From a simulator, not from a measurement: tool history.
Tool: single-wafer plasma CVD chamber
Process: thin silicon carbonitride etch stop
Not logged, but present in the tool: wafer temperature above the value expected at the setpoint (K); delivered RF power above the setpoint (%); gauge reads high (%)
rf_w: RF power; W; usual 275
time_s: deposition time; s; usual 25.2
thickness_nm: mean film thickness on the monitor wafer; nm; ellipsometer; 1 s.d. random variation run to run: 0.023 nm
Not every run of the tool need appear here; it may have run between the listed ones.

run     day  rf_w  time_s  wafers since the last listed run  hours since the last thermocouple change  hours since the last RF generator calibration  hours since the showerhead was replaced  hours since the gauge calibration  read-back reference wafer on the same gauge, thickness_nm  thickness_nm
  1       0   275    25.2                                 0                                      2161                                         1269.4                                   3914.6                               39.2                                                     16.702        14.618
  2    0.55   275    21.2                               359                                    2174.2                                         1282.6                                   3927.8                               52.4                                                       16.7        12.301
  3   1.421   275    25.2                               568                                    2195.1                                         1303.5                                   3948.7                               73.3                                                       16.7        14.599
  4   2.875   275    25.2                               949                                      2230                                         1338.4                                   3983.6                              108.2                                                     16.698        14.574
  5   3.862   250    25.2                               644                                    2253.7                                         1362.1                                   4007.3                              131.9                                                     16.695        14.072
  6   4.712   275    25.2                               555                                    2274.1                                         1382.5                                   4027.7                              152.3                                                     16.701        14.555
  7   5.742   275    25.2                               672                                    2298.8                                         1407.2                                   4052.4                                177                                                     16.698        14.531
  8   6.383   275    25.2                               419                                    2314.2                                         1422.6                                   4067.8                              192.4                                                     16.701        14.576
      8.138  -- RF generator calibrated
  9   8.158   275    25.2                               941                                    2356.8                                            0.5                                   4110.4                                235                                                     16.694        14.907
 10     8.9   275    25.2                               484                                    2374.6                                           18.3                                   4128.2                              252.8                                                     16.701        14.882
     10.412  -- showerhead replaced
 11  10.433   235    23.2                               783                                    2411.4                                           55.1                                      0.5                              289.6                                                     16.697        12.976
     11.446  -- thermocouple changed; heater temperature recalibrated
 12  11.467   275    23.8                               457                                       0.5                                           79.9                                     25.3                              314.4                                                     16.696        14.057
 13  11.833   275    25.2                               239                                       9.3                                           88.7                                     34.1                              323.2                                                     16.703        14.922
     11.896  -- gauge calibrated
 14  13.004   275    28.6                               764                                      37.4                                          116.8                                     62.2                               26.6                                                     16.695        16.861
 15  13.775   325      21                               503                                      55.9                                          135.3                                     80.7                               45.1                                                       16.7        13.152
 16  14.321   275    28.1                               356                                        69                                          148.4                                     93.8                               58.2                                                     16.697        16.572
 17  14.967   250    21.6                               421                                      84.5                                          163.9                                    109.3                               73.7                                                     16.702        12.296
 18  16.342   300    22.4                               898                                     117.5                                          196.9                                    142.3                              106.7                                                     16.702        13.686
 19  17.679   260    26.9                               873                                     149.6                                            229                                    174.4                              138.8                                                     16.701        15.575

What if the next run were any one of these 5? Each begins from the tool's condition after run 19:
  A  17.696   275    25.2                                10                                       150                                          229.4                                    174.8                              139.2                                                          ?             ?
  B  17.696   305    25.2                                10                                       150                                          229.4                                    174.8                              139.2                                                          ?             ?
  C  17.696   275      23                                10                                       150                                          229.4                                    174.8                              139.2                                                          ?             ?
  D  17.696   295    23.3                                10                                       150                                          229.4                                    174.8                              139.2                                                          ?             ?
  E  17.696   230    28.7                                10                                       150                                          229.4                                    174.8                              139.2                                                          ?             ?

run  read-back reference wafer on the same gauge, thickness_nm  thickness_nm
  A                                                     16.696        14.889
  B                                                     16.696        15.453
  C                                                     16.696        13.589
  D                                                     16.696        14.119
  E                                                     16.696        15.872
Without the tool's hidden state the same runs would have given:
run  thickness_nm
  A        14.898
  B        15.462
  C        13.597
  D        14.128
  E        15.881

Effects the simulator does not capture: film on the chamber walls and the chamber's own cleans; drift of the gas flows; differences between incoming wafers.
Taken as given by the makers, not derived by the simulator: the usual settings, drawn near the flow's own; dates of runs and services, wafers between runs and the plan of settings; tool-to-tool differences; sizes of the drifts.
